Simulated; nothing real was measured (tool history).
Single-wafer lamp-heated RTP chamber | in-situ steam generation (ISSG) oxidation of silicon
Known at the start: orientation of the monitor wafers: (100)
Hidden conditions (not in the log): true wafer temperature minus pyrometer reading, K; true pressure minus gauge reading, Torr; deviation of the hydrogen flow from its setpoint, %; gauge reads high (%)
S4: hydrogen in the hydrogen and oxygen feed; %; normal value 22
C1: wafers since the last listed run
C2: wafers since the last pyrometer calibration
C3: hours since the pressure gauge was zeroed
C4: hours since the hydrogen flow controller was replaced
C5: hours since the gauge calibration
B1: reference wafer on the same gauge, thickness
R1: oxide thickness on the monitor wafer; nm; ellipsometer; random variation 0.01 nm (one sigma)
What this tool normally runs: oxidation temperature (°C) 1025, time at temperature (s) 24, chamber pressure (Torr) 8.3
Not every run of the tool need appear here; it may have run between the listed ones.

{"run": 1, "day": 0.0, "oxidation temperature (°C)": 1025, "time at temperature (s)": 24, "chamber pressure (Torr)": 8.3, "S4": 22, "C1": 0, "C2": 2932, "C3": 1899.4, "C4": 4416.3, "C5": 118.2, "B1": 6.799, "R1": 6.892}
{"day": 1.167, "done": "pyrometer window cleaned and pyrometer calibrated"}
{"run": 2, "day": 1.75, "oxidation temperature (°C)": 1025, "time at temperature (s)": 20, "chamber pressure (Torr)": 8.3, "S4": 22, "C1": 401, "C2": 165, "C3": 1941.4, "C4": 4458.3, "C5": 160.2, "B1": 6.799, "R1": 6.189}
{"run": 3, "day": 3.954, "oxidation temperature (°C)": 1025, "time at temperature (s)": 20, "chamber pressure (Torr)": 8.3, "S4": 22, "C1": 624, "C2": 790, "C3": 1994.3, "C4": 4511.2, "C5": 213.1, "B1": 6.799, "R1": 6.219}
{"run": 4, "day": 5.317, "oxidation temperature (°C)": 1025, "time at temperature (s)": 20, "chamber pressure (Torr)": 8.3, "S4": 22, "C1": 386, "C2": 1176, "C3": 2027.0, "C4": 4543.9, "C5": 245.8, "B1": 6.799, "R1": 6.224}
{"run": 5, "day": 7.321, "oxidation temperature (°C)": 1025, "time at temperature (s)": 24, "chamber pressure (Torr)": 8.3, "S4": 22, "C1": 568, "C2": 1744, "C3": 2075.1, "C4": 4592.0, "C5": 293.9, "B1": 6.799, "R1": 6.844}
{"run": 6, "day": 8.417, "oxidation temperature (°C)": 1025, "time at temperature (s)": 24, "chamber pressure (Torr)": 8.3, "S4": 22, "C1": 310, "C2": 2055, "C3": 2101.4, "C4": 4618.3, "C5": 320.2, "B1": 6.798, "R1": 6.853}
{"day": 11.758, "done": "pyrometer window cleaned and pyrometer calibrated"}
{"run": 7, "day": 13.475, "oxidation temperature (°C)": 1036, "time at temperature (s)": 24, "chamber pressure (Torr)": 8.3, "S4": 22, "C1": 1339, "C2": 486, "C3": 2222.8, "C4": 4739.7, "C5": 441.6, "B1": 6.803, "R1": 7.206}
{"run": 8, "day": 14.558, "oxidation temperature (°C)": 1036, "time at temperature (s)": 24, "chamber pressure (Torr)": 8.3, "S4": 22, "C1": 307, "C2": 793, "C3": 2248.8, "C4": 4765.7, "C5": 467.6, "B1": 6.797, "R1": 7.239}
{"run": 9, "day": 18.292, "oxidation temperature (°C)": 1036, "time at temperature (s)": 24, "chamber pressure (Torr)": 8.3, "S4": 22, "C1": 1058, "C2": 1851, "C3": 2338.4, "C4": 4855.3, "C5": 557.2, "B1": 6.803, "R1": 7.266}
{"day": 21.458, "done": "pyrometer window cleaned and pyrometer calibrated"}
{"run": 10, "day": 24.529, "oxidation temperature (°C)": 1032, "time at temperature (s)": 24, "chamber pressure (Torr)": 8.3, "S4": 26, "C1": 1673, "C2": 870, "C3": 2488.1, "C4": 5005.0, "C5": 706.9, "B1": 6.798, "R1": 7.363}
{"day": 27.0, "done": "pressure gauge zeroed"}
{"run": 11, "day": 27.021, "oxidation temperature (°C)": 1025, "time at temperature (s)": 24, "chamber pressure (Torr)": 8.3, "S4": 22, "C1": 611, "C2": 1481, "C3": 0.5, "C4": 5064.8, "C5": 766.7, "B1": 6.805, "R1": 6.849}
{"run": 12, "day": 28.242, "oxidation temperature (°C)": 1025, "time at temperature (s)": 24, "chamber pressure (Torr)": 9.2, "S4": 14, "C1": 346, "C2": 1828, "C3": 29.8, "C4": 5094.1, "C5": 796.0, "B1": 6.798, "R1": 6.18}
{"run": 13, "day": 29.492, "oxidation temperature (°C)": 1025, "time at temperature (s)": 24, "chamber pressure (Torr)": 8.3, "S4": 22, "C1": 354, "C2": 2182, "C3": 59.8, "C4": 5124.1, "C5": 826.0, "B1": 6.799, "R1": 6.877}
{"run": 14, "day": 31.792, "oxidation temperature (°C)": 1025, "time at temperature (s)": 24, "chamber pressure (Torr)": 8.3, "S4": 26, "C1": 652, "C2": 2834, "C3": 115.0, "C4": 5179.3, "C5": 881.2, "B1": 6.8, "R1": 7.188}
{"day": 33.012, "done": "pyrometer window cleaned and pyrometer calibrated"}
{"run": 15, "day": 34.671, "oxidation temperature (°C)": 1006, "time at temperature (s)": 24, "chamber pressure (Torr)": 8.3, "S4": 22, "C1": 721, "C2": 470, "C3": 184.1, "C4": 5248.4, "C5": 950.3, "B1": 6.8, "R1": 6.228}
{"day": 36.279, "done": "hydrogen flow controller replaced"}
{"run": 16, "day": 37.296, "oxidation temperature (°C)": 1025, "time at temperature (s)": 24, "chamber pressure (Torr)": 9.2, "S4": 22, "C1": 649, "C2": 1119, "C3": 247.1, "C4": 24.4, "C5": 1013.3, "B1": 6.797, "R1": 6.784}
{"run": 17, "day": 39.633, "oxidation temperature (°C)": 1025, "time at temperature (s)": 24, "chamber pressure (Torr)": 8.3, "S4": 22, "C1": 662, "C2": 1782, "C3": 303.2, "C4": 80.5, "C5": 1069.4, "B1": 6.801, "R1": 6.878}
{"day": 43.596, "done": "pyrometer window cleaned and pyrometer calibrated"}
{"day": 43.721, "done": "gauge calibrated"}
{"run": 18, "day": 45.888, "oxidation temperature (°C)": 1035, "time at temperature (s)": 33, "chamber pressure (Torr)": 7.6, "S4": 22, "C1": 1678, "C2": 649, "C3": 453.3, "C4": 230.6, "C5": 52.0, "B1": 6.802, "R1": 8.484}
{"run": 19, "day": 47.667, "oxidation temperature (°C)": 1011, "time at temperature (s)": 24, "chamber pressure (Torr)": 8.3, "S4": 29, "C1": 504, "C2": 1153, "C3": 496.0, "C4": 273.3, "C5": 94.7, "B1": 6.801, "R1": 6.814}
{"run": 20, "day": 48.983, "oxidation temperature (°C)": 1025, "time at temperature (s)": 24, "chamber pressure (Torr)": 8.3, "S4": 22, "C1": 373, "C2": 1526, "C3": 527.6, "C4": 304.9, "C5": 126.3, "B1": 6.802, "R1": 6.843}
{"run": 21, "day": 51.246, "oxidation temperature (°C)": 1025, "time at temperature (s)": 24, "chamber pressure (Torr)": 8.3, "S4": 22, "C1": 641, "C2": 2168, "C3": 581.9, "C4": 359.2, "C5": 180.6, "B1": 6.799, "R1": 6.847}
{"day": 53.021, "done": "pyrometer window cleaned and pyrometer calibrated"}
{"run": 22, "day": 53.042, "oxidation temperature (°C)": 1039, "time at temperature (s)": 24, "chamber pressure (Torr)": 8.3, "S4": 22, "C1": 414, "C2": 5, "C3": 625.0, "C4": 402.3, "C5": 223.7, "B1": 6.802, "R1": 7.292}
{"run": 23, "day": 55.417, "oxidation temperature (°C)": 1025, "time at temperature (s)": 24, "chamber pressure (Torr)": 8.3, "S4": 22, "C1": 673, "C2": 678, "C3": 682.0, "C4": 459.3, "C5": 280.7, "B1": 6.8, "R1": 6.818}

Below are 3 alternative next runs, each starting from the tool's condition after run 23. Predict each:
{"run": "A", "day": 55.433, "oxidation temperature (°C)": 1025, "time at temperature (s)": 24, "chamber pressure (Torr)": 8.3, "S4": 22, "C1": 4, "C2": 683, "C3": 682.4, "C4": 459.7, "C5": 281.1, "B1": "?", "R1": "?"}
{"run": "B", "day": 55.433, "oxidation temperature (°C)": 1007, "time at temperature (s)": 24, "chamber pressure (Torr)": 8.9, "S4": 28, "C1": 4, "C2": 683, "C3": 682.4, "C4": 459.7, "C5": 281.1, "B1": "?", "R1": "?"}
{"run": "C", "day": 55.433, "oxidation temperature (°C)": 1038, "time at temperature (s)": 29, "chamber pressure (Torr)": 8.3, "S4": 22, "C1": 4, "C2": 683, "C3": 682.4, "C4": 459.7, "C5": 281.1, "B1": "?", "R1": "?"}

run=A B1=6.801 R1=6.814
run=B B1=6.801 R1=6.580
run=C B1=6.801 R1=8.048
Without the tool's hidden state the same runs would have given:
run=A R1=6.780
run=B R1=6.550
run=C R1=8.003
